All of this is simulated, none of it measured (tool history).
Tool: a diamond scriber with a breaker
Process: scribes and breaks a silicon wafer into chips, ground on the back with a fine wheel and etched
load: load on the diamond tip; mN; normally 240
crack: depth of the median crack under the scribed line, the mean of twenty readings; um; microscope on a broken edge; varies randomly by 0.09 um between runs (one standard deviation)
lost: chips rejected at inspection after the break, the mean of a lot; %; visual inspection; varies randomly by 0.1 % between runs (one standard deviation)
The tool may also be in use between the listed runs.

run   hour  load  wafers since the last listed run  hours since the diamond tip was replaced  hours since the load on the tip was calibrated  incoming depth of the damage left on the back of the incoming wafer, um  crack  lost
  1    0.0   278                                 0                                     251.6                                           144.2                                                                     0.75   8.24  4.49
  2   67.7   278                               491                                     319.3                                           211.9                                                                     0.54   8.30  4.70
  3  130.4   278                               455                                     382.0                                           274.6                                                                     0.56   8.13  4.85
  4  156.7   211                               191                                     408.3                                           300.9                                                                     0.76   6.16  3.65
  5  202.5   211                               332                                     454.1                                           346.7                                                                     0.41   6.09  4.18
  6  229.5   265                               196                                     481.1                                           373.7                                                                     0.44   7.97  2.60
  7  265.6   265                               262                                     517.2                                           409.8                                                                     0.42   7.74  3.14
  8  303.5   265                               275                                     555.1                                           447.7                                                                     0.57   8.07  3.30
  9  341.7   240                               277                                     593.3                                           485.9                                                                     0.75   7.16  1.30
 10  522.3   211                              1312                                     773.9                                           666.5                                                                     0.73   6.15  4.72
     584.0  -- diamond tip replaced by a new one
 11  591.1   260                               485                                       7.1                                           735.3                                                                     0.69   7.80  2.27
 12  655.1   209                               465                                      71.1                                           799.3                                                                     0.51   6.03  4.67
     676.9  -- load on the tip recalibrated
 13  703.8   240                               339                                     119.8                                            26.9                                                                     0.53   7.03  1.31
 14  758.7   203                               398                                     174.7                                            81.8                                                                     0.60   5.79  6.18
 15  809.3   240                               367                                     225.3                                           132.4                                                                     0.61   6.95  1.27
 16  857.3   240                               348                                     273.3                                           180.4                                                                     0.77   7.09  1.53
 17  923.0   290                               477                                     339.0                                           246.1                                                                     0.50   8.63  6.56
 18  953.3   274                               220                                     369.3                                           276.4                                                                     0.45   8.02  3.36

Run 19 comes next. What will it give?
 19  994.8   198                               301                                     410.8                                           317.9                                                                     0.50      ?     ?

Logged for run 19: crack 5.61 um, lost 8.57 %.
With no hidden state in the tool, this same run would have given crack 5.61 um, lost 8.57 %.
